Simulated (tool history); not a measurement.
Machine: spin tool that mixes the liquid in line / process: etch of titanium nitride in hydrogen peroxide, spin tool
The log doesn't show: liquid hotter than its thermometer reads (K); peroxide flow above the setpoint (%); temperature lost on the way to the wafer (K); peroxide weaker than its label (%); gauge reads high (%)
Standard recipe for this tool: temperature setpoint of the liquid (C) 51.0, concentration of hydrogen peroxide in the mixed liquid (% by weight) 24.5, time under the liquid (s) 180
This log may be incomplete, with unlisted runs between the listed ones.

| run | hour | temperature setpoint of the liquid (C) | concentration of hydrogen peroxide in the mixed liquid (% by weight) | time under the liquid (s) | wafers since the last listed run | hours since the thermometer was replaced | hours since the peroxide flow meter was replaced | hours since the heated supply line was repaired | hours since the drum of peroxide was connected | hours since the gauge calibration | read-back film thickness of the titanium nitride reference wafer, read on the same gauge (nm) | thickness taken off the titanium nitride on a monitor wafer (nm) |
|---|---|---|---|---|---|---|---|---|---|---|---|---|
| 1 | 0.0 | 51.0 | 22.5 | 180 | 0 | 138.4 | 1556.7 | 2420.1 | 411.5 | 772.5 | 149.99 | 14.18 |
| 2 | 65.1 | 51.0 | 22.5 | 180 | 494 | 203.5 | 1621.8 | 2485.2 | 476.6 | 837.6 | 150.00 | 14.03 |
|  | 66.7 | new drum of peroxide connected |
| 3 | 94.2 | 51.0 | 22.5 | 180 | 213 | 232.6 | 1650.9 | 2514.3 | 27.5 | 866.7 | 150.05 | 14.10 |
| 4 | 154.5 | 51.0 | 24.5 | 180 | 458 | 292.9 | 1711.2 | 2574.6 | 87.8 | 927.0 | 150.04 | 14.38 |
| 5 | 194.2 | 51.0 | 24.5 | 180 | 301 | 332.6 | 1750.9 | 2614.3 | 127.5 | 966.7 | 150.02 | 14.38 |
| 6 | 259.2 | 46.0 | 30.0 | 130 | 493 | 397.6 | 1815.9 | 2679.3 | 192.5 | 1031.7 | 150.04 | 7.48 |
| 7 | 311.1 | 44.0 | 30.0 | 130 | 394 | 449.5 | 1867.8 | 2731.2 | 244.4 | 1083.6 | 150.03 | 6.43 |
| 8 | 364.5 | 41.5 | 26.5 | 215 | 405 | 502.9 | 1921.2 | 2784.6 | 297.8 | 1137.0 | 150.00 | 8.41 |
| 9 | 413.3 | 46.5 | 24.5 | 130 | 370 | 551.7 | 1970.0 | 2833.4 | 346.6 | 1185.8 | 149.99 | 7.34 |
| 10 | 445.0 | 51.0 | 24.5 | 180 | 240 | 583.4 | 2001.7 | 2865.1 | 378.3 | 1217.5 | 150.01 | 14.32 |
| 11 | 475.3 | 42.0 | 29.5 | 115 | 230 | 613.7 | 2032.0 | 2895.4 | 408.6 | 1247.8 | 150.04 | 4.82 |
| 12 | 511.7 | 42.0 | 29.5 | 115 | 276 | 650.1 | 2068.4 | 2931.8 | 445.0 | 1284.2 | 150.01 | 4.72 |
|  | 521.0 | heated supply line repaired |
|  | 530.5 | new drum of peroxide connected |
| 13 | 561.1 | 41.5 | 29.0 | 115 | 360 | 699.5 | 2117.8 | 40.1 | 30.6 | 1333.6 | 150.00 | 5.34 |
|  | 602.6 | peroxide flow meter replaced |
| 14 | 613.2 | 51.0 | 30.0 | 180 | 388 | 751.6 | 10.6 | 92.2 | 82.7 | 1385.7 | 150.00 | 16.88 |
| 15 | 639.0 | 51.0 | 24.5 | 180 | 196 | 777.4 | 36.4 | 118.0 | 108.5 | 1411.5 | 149.99 | 16.30 |
|  | 684.5 | gauge calibrated |
| 16 | 747.9 | 42.0 | 29.5 | 115 | 827 | 886.3 | 145.3 | 226.9 | 217.4 | 63.4 | 149.95 | 5.52 |
| 17 | 800.3 | 43.0 | 24.5 | 180 | 398 | 938.7 | 197.7 | 279.3 | 269.8 | 115.8 | 150.02 | 8.86 |
| 18 | 863.9 | 51.0 | 19.0 | 180 | 483 | 1002.3 | 261.3 | 342.9 | 333.4 | 179.4 | 150.03 | 15.11 |
| 19 | 931.9 | 48.0 | 20.5 | 90 | 516 | 1070.3 | 329.3 | 410.9 | 401.4 | 247.4 | 149.98 | 6.11 |
|  | 957.6 | new drum of peroxide connected |
| 20 | 989.9 | 42.5 | 28.0 | 215 | 433 | 1128.3 | 387.3 | 468.9 | 32.3 | 305.4 | 150.00 | 10.27 |
| 21 | 1022.4 | 51.0 | 17.5 | 275 | 246 | 1160.8 | 419.8 | 501.4 | 64.8 | 337.9 | 149.98 | 22.50 |
| 22 | 1049.3 | 51.0 | 24.5 | 180 | 204 | 1187.7 | 446.7 | 528.3 | 91.7 | 364.8 | 150.00 | 15.63 |
| 23 | 1112.4 | 51.0 | 24.5 | 180 | 479 | 1250.8 | 509.8 | 591.4 | 154.8 | 427.9 | 150.04 | 15.74 |
| 24 | 1144.2 | 51.0 | 24.5 | 290 | 241 | 1282.6 | 541.6 | 623.2 | 186.6 | 459.7 | 149.99 | 25.17 |
| 25 | 1191.0 | 60.0 | 24.5 | 180 | 355 | 1329.4 | 588.4 | 670.0 | 233.4 | 506.5 | 150.04 | 29.35 |

A few steps of thickness taken off the titanium nitride on a monitor wafer (nm) between consecutive runs. Split each: what settings, incoming material and random variation would produce without the hidden state, and what is left over for the hidden state, along with gauge scatter present in only one of the two compared results (measured, and without hidden state):
Run 9 -> 10: temperature setpoint of the liquid (C) 46.5 -> 51.0, time under the liquid (s) 130 -> 180. thickness taken off the titanium nitride on a monitor wafer (nm) +6.98: hidden state -1.12, all else +8.10.
Run 10 -> 11: temperature setpoint of the liquid (C) 51.0 -> 42.0, concentration of hydrogen peroxide in the mixed liquid (% by weight) 24.5 -> 29.5, time under the liquid (s) 180 -> 115. thickness taken off the titanium nitride on a monitor wafer (nm) -9.50: hidden state +1.50, all else -11.00.
Run 13 -> 14: temperature setpoint of the liquid (C) 41.5 -> 51.0, concentration of hydrogen peroxide in the mixed liquid (% by weight) 29.0 -> 30.0, time under the liquid (s) 115 -> 180, peroxide flow meter replaced. thickness taken off the titanium nitride on a monitor wafer (nm) +11.54: hidden state -0.24, all else +11.78.
Run 20 -> 21: temperature setpoint of the liquid (C) 42.5 -> 51.0, concentration of hydrogen peroxide in the mixed liquid (% by weight) 28.0 -> 17.5, time under the liquid (s) 215 -> 275. thickness taken off the titanium nitride on a monitor wafer (nm) +12.23: hidden state -0.50, all else +12.73.
